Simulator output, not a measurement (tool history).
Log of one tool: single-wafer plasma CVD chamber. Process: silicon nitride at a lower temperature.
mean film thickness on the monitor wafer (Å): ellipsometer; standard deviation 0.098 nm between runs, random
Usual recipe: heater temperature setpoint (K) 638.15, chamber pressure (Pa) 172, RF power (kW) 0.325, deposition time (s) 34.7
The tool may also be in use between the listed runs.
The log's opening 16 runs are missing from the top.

run,hour,heater temperature setpoint (K),chamber pressure (Pa),RF power (kW),deposition time (s),"read-back reference wafer on the same gauge, thickness_nm",mean film thickness on the monitor wafer (Å)
17,375.9,638.15,189,0.325,34.7,43.922,406.15
18,410.3,638.15,196,0.365,34.7,43.944,452.09
19,423.7,638.15,172,0.285,34.7,43.927,356.30
20,437.2,638.15,161,0.325,29.7,43.905,339.78
21,467.7,638.15,203,0.325,40.5,43.899,480.93
22,489.9,638.15,160,0.325,34.7,43.935,398.63
23,522.7,638.15,172,0.325,34.7,43.972,401.69
24,556.1,638.15,172,0.325,34.7,43.982,399.67
25,575.5,630.15,172,0.325,41.6,43.995,481.84
26,604.9,648.15,172,0.325,30.4,44.047,348.77
27,621.2,638.15,172,0.325,34.7,43.963,400.87
28,633.4,638.15,133,0.325,32.4,44.060,360.69
29,660.7,638.15,172,0.375,34.7,44.053,452.94
30,675.6,638.15,172,0.325,34.7,44.092,402.53

Here are 3 independent what-if runs from the current tool condition. What would each one return?
A,676.0,628.15,172,0.325,34.7,?,?
B,676.0,623.15,213,0.270,30.4,?,?
C,676.0,648.15,152,0.380,34.7,?,?

run,"read-back reference wafer on the same gauge, thickness_nm",mean film thickness on the monitor wafer (Å)
A,44.065,404.56
B,44.065,308.89
C,44.065,447.75
With no hidden state in the tool, these same runs would have given:
run,mean film thickness on the monitor wafer (Å)
A,403.90
B,308.38
C,447.01
